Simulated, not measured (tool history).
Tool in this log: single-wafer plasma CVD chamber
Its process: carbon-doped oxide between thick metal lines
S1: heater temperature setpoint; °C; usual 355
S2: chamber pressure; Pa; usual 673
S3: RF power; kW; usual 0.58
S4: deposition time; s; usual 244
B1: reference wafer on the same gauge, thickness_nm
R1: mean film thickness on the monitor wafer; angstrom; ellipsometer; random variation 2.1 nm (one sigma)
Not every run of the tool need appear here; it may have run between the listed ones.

Run 1, hour 0: usual settings but S2 771 Pa; B1 1220.237. Result: R1 13753.89 angstrom.
Run 2, hour 10: usual settings but S2 771 Pa; B1 1219.977. Result: R1 13723.6 angstrom.
Run 3, hour 20.3: usual settings; B1 1220.012. Result: R1 13504.26 angstrom.
Run 4, hour 27.3: usual settings; B1 1220.017. Result: R1 13538.64 angstrom.
Run 5, hour 39: usual settings; B1 1219.821. Result: R1 13519.09 angstrom.
Run 6, hour 49.4: usual settings but S2 605 Pa; B1 1220.052. Result: R1 13328.26 angstrom.
Run 7, hour 56.5: usual settings but S2 605 Pa; B1 1219.653. Result: R1 13363.02 angstrom.
At hour 69.5: showerhead replaced.
At hour 76.9: thermocouple changed; heater temperature recalibrated.
Run 8, hour 77.4: usual settings but S2 605 Pa; B1 1220.102. Result: R1 13367.78 angstrom.
Run 9, hour 77.8: usual settings but S2 711 Pa; B1 1219.755. Result: R1 13560.83 angstrom.
Run 10, hour 87.9: usual settings but S2 711 Pa; B1 1220.065. Result: R1 13540.54 angstrom.
Run 11, hour 97.4: usual settings; B1 1219.757. Result: R1 13476.88 angstrom.
Run 12, hour 111.5: usual settings but S2 605 Pa; B1 1219.986. Result: R1 13298.08 angstrom.
Run 13, hour 121.2: usual settings but S1 340 °C, S3 0.525 kW, S4 272 s; B1 1219.582. Result: R1 14975.55 angstrom.
At hour 129.4: capacitance manometer re-zeroed and calibrated.
Run 14, hour 133.5: usual settings; B1 1220.124. Result: R1 13441.13 angstrom.
Run 15, hour 151: usual settings; B1 1220.14. Result: R1 13423.34 angstrom.
Run 16, hour 162.4: usual settings but S1 345 °C, S2 789 Pa, S3 0.55 kW; B1 1220.063. Result: R1 13722.47 angstrom.
Run 17, hour 175.8: usual settings but S2 779 Pa; B1 1220.321. Result: R1 13611.22 angstrom.
At hour 187.8: RF generator calibrated.
Run 18, hour 188.3: usual settings but S4 265 s; B1 1219.964. Result: R1 15135 angstrom.
At hour 188.7: gauge calibrated.
Run 19, hour 202: usual settings but S1 349 °C; B1 1219.531. Result: R1 14139.48 angstrom.
Run 20, hour 208.3: usual settings but S1 343 °C; B1 1220.01. Result: R1 14347.6 angstrom.
Run 21, hour 216.8: usual settings but S3 0.695 kW; B1 1219.557. Result: R1 15119.49 angstrom.
Run 22, hour 226.8: usual settings but S1 342 °C, S2 752 Pa, S3 0.67 kW, S4 277 s; B1 1219.927. Result: R1 17717.05 angstrom.
Run 23, hour 236.6: usual settings but S1 363 °C, S2 827 Pa, S3 0.61 kW, S4 268 s; B1 1219.556. Result: R1 15604.01 angstrom.
Run 24, hour 257.3: usual settings but S2 825 Pa; B1 1220.028. Result: R1 14139.21 angstrom.
Run 25, hour 270.4: usual settings but S1 350 °C, S4 219 s; B1 1220.283. Result: R1 12602.12 angstrom.
Run 26, hour 276.8: usual settings; B1 1219.764. Result: R1 13885.42 angstrom.
Run 27, hour 292: usual settings but S1 345 °C, S2 568 Pa; B1 1219.465. Result: R1 13970.98 angstrom.
Run 28, hour 298.1: usual settings but S1 345 °C, S2 789 Pa, S3 0.55 kW; B1 1220.267. Result: R1 14141.97 angstrom.
Run 29, hour 308.8: usual settings but S1 347 °C, S2 720 Pa, S3 0.54 kW; B1 1220.072. Result: R1 13852.94 angstrom.

3 options for the next run, each taken on its own from the tool as it stands now. Forecast them:
Run A, hour 309.3: usual settings; B1 ?. Result: R1 ?.
Run B, hour 309.3: usual settings but S1 359 °C; B1 ?. Result: R1 ?.
Run C, hour 309.3: usual settings but S1 362 °C, S4 273 s; B1 ?. Result: R1 ?.

run        B1        R1
  A  1219.989   13845.7
  B  1219.989  13698.53
  C  1219.989  15209.02
What these runs would have given with no unlogged condition in the tool:
run        R1
  A  13993.53
  B  13844.79
  C  15371.41
